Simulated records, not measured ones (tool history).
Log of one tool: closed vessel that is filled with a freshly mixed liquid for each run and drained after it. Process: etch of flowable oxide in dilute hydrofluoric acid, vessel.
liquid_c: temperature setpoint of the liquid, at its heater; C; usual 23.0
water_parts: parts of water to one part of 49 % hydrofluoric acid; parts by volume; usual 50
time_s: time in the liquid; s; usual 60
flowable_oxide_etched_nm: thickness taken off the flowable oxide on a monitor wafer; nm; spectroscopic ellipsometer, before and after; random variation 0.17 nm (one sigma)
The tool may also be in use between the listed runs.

run	day	liquid_c	water_parts	time_s	read-back film thickness of the flowable oxide reference wafer, read on the same gauge (nm)	flowable_oxide_etched_nm
1	0.000	23.0	50	35	149.99	31.58
2	3.658	23.0	50	35	150.00	31.54
3	6.154	23.0	50	60	149.99	54.06
4	9.738	23.0	50	60	150.03	53.77
5	13.342	23.0	50	60	149.99	53.73
6	15.100	23.0	50	60	150.01	53.85
7	19.525	23.0	50	60	150.00	53.84
8	21.533	23.0	50	60	150.00	53.45
9	25.975	23.0	50	60	150.01	53.58
10	28.571	23.0	50	60	150.03	53.53
# day 39.300: gauge calibrated
# day 41.467: thermometer replaced
11	41.971	23.0	50	60	149.96	54.45
12	45.617	23.0	50	60	150.01	54.59
13	47.317	23.0	50	60	150.01	54.47
14	50.225	23.0	50	60	150.02	54.48
15	54.642	21.0	35	75	149.99	91.05
16	59.017	23.0	50	60	150.00	54.03
17	60.942	23.0	50	60	150.00	54.10
# day 62.100: hydrofluoric acid flow meter replaced
18	64.346	18.0	35	60	149.98	63.55
19	66.662	21.5	35	90	150.03	110.91
20	70.821	26.0	35	35	149.99	51.99
21	74.600	25.0	50	45	150.01	43.92
22	76.158	23.0	50	60	150.00	54.13
23	80.854	27.0	70	40	150.01	29.44
24	84.671	21.0	50	60	150.00	49.58
25	86.262	23.0	50	60	150.00	53.78
26	99.375	18.5	65	45	149.99	25.05
# day 103.779: thermometer replaced
27	112.875	20.5	50	60	150.03	48.95
28	115.617	25.0	40	30	149.99	37.64
29	119.038	27.0	70	40	149.97	29.73
# day 120.562: gauge calibrated
30	123.200	23.0	50	60	150.02	54.08
31	126.558	23.0	50	60	150.01	54.42
32	129.750	20.0	60	60	149.98	39.43

Measured less the same run without the tool's hidden state. The same run-to-run variation is in both; the gauge's scatter may not be:
The hidden state here: liquid colder than its thermometer reads (K); hydrofluoric acid flow above the setpoint (%); gauge reads high (%).
run	flowable_oxide_etched_nm
1	-0.40
2	-0.45
3	-0.82
4	-0.87
5	-0.94
6	-0.99
7	-1.06
8	-1.10
9	-1.20
10	-1.24
11	-0.19
12	-0.25
13	-0.28
14	-0.32
15	-0.70
16	-0.49
17	-0.52
18	-0.72
19	-1.33
20	-0.66
21	-0.62
22	-0.82
23	-0.45
24	-0.91
25	-0.99
26	-0.60
27	-0.19
28	-0.19
29	-0.18
30	-0.41
31	-0.48
32	-0.39

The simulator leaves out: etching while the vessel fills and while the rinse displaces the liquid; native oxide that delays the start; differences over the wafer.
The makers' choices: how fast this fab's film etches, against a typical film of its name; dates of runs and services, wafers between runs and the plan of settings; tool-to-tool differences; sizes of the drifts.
